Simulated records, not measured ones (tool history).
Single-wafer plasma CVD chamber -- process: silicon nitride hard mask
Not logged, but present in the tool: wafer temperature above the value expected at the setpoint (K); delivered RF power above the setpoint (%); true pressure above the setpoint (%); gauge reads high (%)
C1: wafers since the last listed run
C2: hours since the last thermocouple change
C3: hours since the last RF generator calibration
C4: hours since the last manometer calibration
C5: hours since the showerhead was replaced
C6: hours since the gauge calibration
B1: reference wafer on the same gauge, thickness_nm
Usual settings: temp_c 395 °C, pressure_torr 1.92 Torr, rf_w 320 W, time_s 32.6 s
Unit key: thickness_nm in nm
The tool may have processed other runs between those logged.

Run 1, hour 0: usual settings; C1 0; C2 875.6; C3 1822; C4 889; C5 3372.8; C6 263.6; B1 37.713. Result: thickness_nm 36.016 nm.
Run 2, hour 65: usual settings; C1 1490; C2 940.6; C3 1887; C4 954; C5 3437.8; C6 328.6; B1 37.722. Result: thickness_nm 35.971 nm.
Run 3, hour 126.6: usual settings; C1 1412; C2 1002.2; C3 1948.6; C4 1015.6; C5 3499.4; C6 390.2; B1 37.699. Result: thickness_nm 35.745 nm.
Run 4, hour 191.4: usual settings; C1 1486; C2 1067; C3 2013.4; C4 1080.4; C5 3564.2; C6 455; B1 37.718. Result: thickness_nm 36 nm.
Run 5, hour 259.4: usual settings; C1 1559; C2 1135; C3 2081.4; C4 1148.4; C5 3632.2; C6 523; B1 37.647. Result: thickness_nm 36.006 nm.
Run 6, hour 326.2: usual settings; C1 1531; C2 1201.8; C3 2148.2; C4 1215.2; C5 3699; C6 589.8; B1 37.678. Result: thickness_nm 36.115 nm.
Run 7, hour 371.4: usual settings; C1 1036; C2 1247; C3 2193.4; C4 1260.4; C5 3744.2; C6 635; B1 37.72. Result: thickness_nm 36.106 nm.
Run 8, hour 432.2: usual settings but rf_w 295 W; C1 1394; C2 1307.8; C3 2254.2; C4 1321.2; C5 3805; C6 695.8; B1 37.695. Result: thickness_nm 34.92 nm.
Run 9, hour 499.8: usual settings but rf_w 295 W; C1 1550; C2 1375.4; C3 2321.8; C4 1388.8; C5 3872.6; C6 763.4; B1 37.672. Result: thickness_nm 34.866 nm.
At hour 531.9: capacitance manometer re-zeroed and calibrated.
Run 10, hour 546.2: usual settings but rf_w 295 W; C1 880; C2 1421.8; C3 2368.2; C4 14.3; C5 3919; C6 809.8; B1 37.708. Result: thickness_nm 35.332 nm.
Run 11, hour 608.4: usual settings; C1 1426; C2 1484; C3 2430.4; C4 76.5; C5 3981.2; C6 872; B1 37.716. Result: thickness_nm 36.535 nm.
Run 12, hour 671.2: usual settings but temp_c 386 °C, pressure_torr 1.72 Torr; C1 1440; C2 1546.8; C3 2493.2; C4 139.3; C5 4044; C6 934.8; B1 37.675. Result: thickness_nm 35.947 nm.
Run 13, hour 724.4: usual settings but temp_c 409 °C; C1 1220; C2 1600; C3 2546.4; C4 192.5; C5 4097.2; C6 988; B1 37.712. Result: thickness_nm 36.043 nm.
At hour 754.9: showerhead replaced.
Run 14, hour 791.9: usual settings; C1 1364; C2 1667.5; C3 2613.9; C4 260; C5 37; C6 1055.5; B1 37.714. Result: thickness_nm 36.275 nm.
Run 15, hour 817.4: usual settings but temp_c 404 °C, rf_w 290 W, time_s 35.2 s; C1 584; C2 1693; C3 2639.4; C4 285.5; C5 62.5; C6 1081; B1 37.641. Result: thickness_nm 37.668 nm.
Run 16, hour 856.2: usual settings but temp_c 400 °C, pressure_torr 2.31 Torr, rf_w 260 W, time_s 35.1 s; C1 889; C2 1731.8; C3 2678.2; C4 324.3; C5 101.3; C6 1119.8; B1 37.684. Result: thickness_nm 37.241 nm.
Run 17, hour 900.8: usual settings but time_s 38.8 s; C1 1022; C2 1776.4; C3 2722.8; C4 368.9; C5 145.9; C6 1164.4; B1 37.656. Result: thickness_nm 43.196 nm.
At hour 927.9: RF generator calibrated.
Run 18, hour 946.2: usual settings; C1 857; C2 1821.8; C3 18.3; C4 414.3; C5 191.3; C6 1209.8; B1 37.698. Result: thickness_nm 36.016 nm.
Run 19, hour 1016.5: usual settings but rf_w 300 W; C1 1612; C2 1892.1; C3 88.6; C4 484.6; C5 261.6; C6 1280.1; B1 37.664. Result: thickness_nm 35.226 nm.
Run 20, hour 1073.1: usual settings but temp_c 401 °C, rf_w 280 W, time_s 35.9 s; C1 1297; C2 1948.7; C3 145.2; C4 541.2; C5 318.2; C6 1336.7; B1 37.729. Result: thickness_nm 37.655 nm.
At hour 1092.2: gauge calibrated.
Run 21, hour 1102.4: usual settings but temp_c 410 °C, rf_w 365 W, time_s 38.9 s; C1 671; C2 1978; C3 174.5; C4 570.5; C5 347.5; C6 10.2; B1 37.743. Result: thickness_nm 45.141 nm.
At hour 1131.3: thermocouple changed; heater temperature recalibrated.
Run 22, hour 1152.5: usual settings but temp_c 407 °C, rf_w 340 W, time_s 36.6 s; C1 965; C2 21.2; C3 224.6; C4 620.6; C5 397.6; C6 60.3; B1 37.719. Result: thickness_nm 40.994 nm.
Run 23, hour 1212.8: usual settings but temp_c 408 °C, pressure_torr 1.49 Torr, time_s 35.4 s; C1 1382; C2 81.5; C3 284.9; C4 680.9; C5 457.9; C6 120.6; B1 37.725. Result: thickness_nm 37.289 nm.
Run 24, hour 1263.3: usual settings but rf_w 295 W; C1 1158; C2 132; C3 335.4; C4 731.4; C5 508.4; C6 171.1; B1 37.729. Result: thickness_nm 34.985 nm.
Run 25, hour 1323.4: usual settings but pressure_torr 2.21 Torr; C1 1378; C2 192.1; C3 395.5; C4 791.5; C5 568.5; C6 231.2; B1 37.738. Result: thickness_nm 37.234 nm.
Run 26, hour 1376.8: usual settings but temp_c 409 °C, pressure_torr 2.21 Torr, rf_w 270 W, time_s 37.4 s; C1 1224; C2 245.5; C3 448.9; C4 844.9; C5 621.9; C6 284.6; B1 37.74. Result: thickness_nm 39.615 nm.
Run 27, hour 1430.3: usual settings; C1 1226; C2 299; C3 502.4; C4 898.4; C5 675.4; C6 338.1; B1 37.712. Result: thickness_nm 36.094 nm.
Run 28, hour 1500.6: usual settings but pressure_torr 1.66 Torr, time_s 38.8 s; C1 1612; C2 369.3; C3 572.7; C4 968.7; C5 745.7; C6 408.4; B1 37.683. Result: thickness_nm 41.777 nm.
Run 29, hour 1565.8: usual settings; C1 1495; C2 434.5; C3 637.9; C4 1033.9; C5 810.9; C6 473.6; B1 37.672. Result: thickness_nm 36.14 nm.

Consider 4 possible next runs. They are alternatives, not a sequence: every one starts from the tool as it was left by run 29. What does each give?
Run A, hour 1566.2: usual settings but time_s 28.8 s; C1 9; C2 434.9; C3 638.3; C4 1034.3; C5 811.3; C6 474; B1 ?. Result: thickness_nm ?.
Run B, hour 1566.2: usual settings but temp_c 391 °C; C1 9; C2 434.9; C3 638.3; C4 1034.3; C5 811.3; C6 474; B1 ?. Result: thickness_nm ?.
Run C, hour 1566.2: usual settings but temp_c 384 °C, time_s 38.4 s; C1 9; C2 434.9; C3 638.3; C4 1034.3; C5 811.3; C6 474; B1 ?. Result: thickness_nm ?.
Run D, hour 1566.2: usual settings but temp_c 406 °C, pressure_torr 2.2 Torr, time_s 30.1 s; C1 9; C2 434.9; C3 638.3; C4 1034.3; C5 811.3; C6 474; B1 ?. Result: thickness_nm ?.

run      B1  thickness_nm
  A  37.707        31.866
  B  37.707        36.114
  C  37.707        42.632
  D  37.707         34.02
Take away the tool's hidden state, keep each run's random variation, and the runs would have read:
run  thickness_nm
  A        32.355
  B        36.669
  C        43.287
  D        34.503
